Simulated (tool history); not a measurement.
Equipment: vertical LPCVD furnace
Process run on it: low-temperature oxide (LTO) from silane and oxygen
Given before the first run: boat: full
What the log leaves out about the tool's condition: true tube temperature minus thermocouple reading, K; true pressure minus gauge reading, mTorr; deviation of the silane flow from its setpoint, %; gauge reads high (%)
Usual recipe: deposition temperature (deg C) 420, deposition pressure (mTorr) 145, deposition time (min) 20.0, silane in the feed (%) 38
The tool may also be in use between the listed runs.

| run | hour | deposition temperature (deg C) | deposition pressure (mTorr) | deposition time (min) | silane in the feed (%) | wafers since the last listed run | hours since the last temperature calibration | hours since the pressure gauge was zeroed | hours since the silane flow controller was replaced | hours since the gauge calibration | read-back reference wafer on the same gauge, thickness | film thickness on the monitor wafer in the middle of the boat (angstrom) |
|---|---|---|---|---|---|---|---|---|---|---|---|---|
| 1 | 0.0 | 420 | 145 | 18.0 | 38 | 0 | 2412.6 | 3336.2 | 2483.0 | 69.8 | 156.00 | 1424.6 |
| 2 | 40.6 | 420 | 145 | 20.0 | 38 | 591 | 2453.2 | 3376.8 | 2523.6 | 110.4 | 156.14 | 1577.9 |
| 3 | 147.8 | 420 | 145 | 20.0 | 38 | 1561 | 2560.4 | 3484.0 | 2630.8 | 217.6 | 155.99 | 1573.5 |
| 4 | 225.4 | 420 | 145 | 20.0 | 38 | 1130 | 2638.0 | 3561.6 | 2708.4 | 295.2 | 155.99 | 1577.6 |
| 5 | 331.4 | 420 | 145 | 20.0 | 35 | 1543 | 2744.0 | 3667.6 | 2814.4 | 401.2 | 156.01 | 1436.1 |
| 6 | 428.9 | 420 | 145 | 20.0 | 35 | 1420 | 2841.5 | 3765.1 | 2911.9 | 498.7 | 155.99 | 1425.7 |
|  | 540.3 | silane flow controller replaced |
| 7 | 540.8 | 420 | 145 | 20.0 | 35 | 1280 | 2953.4 | 3877.0 | 0.5 | 610.6 | 156.10 | 1440.0 |
|  | 726.6 | pressure gauge zeroed |
| 8 | 770.5 | 420 | 160 | 17.0 | 38 | 2995 | 3183.1 | 43.9 | 230.2 | 840.3 | 156.01 | 1493.6 |
| 9 | 831.1 | 420 | 145 | 20.0 | 32 | 882 | 3243.7 | 104.5 | 290.8 | 900.9 | 156.00 | 1285.0 |
| 10 | 900.4 | 420 | 145 | 20.0 | 38 | 1009 | 3313.0 | 173.8 | 360.1 | 970.2 | 155.79 | 1595.6 |
|  | 908.2 | gauge calibrated |
|  | 977.5 | thermocouples replaced and temperature profile calibrated |
| 11 | 1002.4 | 415 | 155 | 20.0 | 42 | 1136 | 24.9 | 275.8 | 462.1 | 94.2 | 155.67 | 1750.2 |
| 12 | 1053.8 | 420 | 145 | 20.0 | 38 | 748 | 76.3 | 327.2 | 513.5 | 145.6 | 156.42 | 1537.4 |
| 13 | 1134.2 | 423 | 145 | 27.0 | 38 | 1171 | 156.7 | 407.6 | 593.9 | 226.0 | 155.84 | 2156.0 |
| 14 | 1223.6 | 416 | 115 | 12.5 | 40 | 1302 | 246.1 | 497.0 | 683.3 | 315.4 | 155.82 | 771.3 |
| 15 | 1290.5 | 425 | 135 | 15.0 | 38 | 974 | 313.0 | 563.9 | 750.2 | 382.3 | 156.12 | 1132.9 |

Table of differences, measured result less the result of that run with no hidden state. Run-to-run variation is the same in both. Gauge scatter possibly is not:
| run | film thickness on the monitor wafer in the middle of the boat (angstrom) |
|---|---|
| 1 | +44.2 |
| 2 | +49.7 |
| 3 | +51.3 |
| 4 | +52.7 |
| 5 | +50.7 |
| 6 | +51.8 |
| 7 | +53.9 |
| 8 | +58.1 |
| 9 | +53.2 |
| 10 | +64.2 |
| 11 | +6.5 |
| 12 | +6.7 |
| 13 | +11.1 |
| 14 | +4.8 |
| 15 | +7.6 |
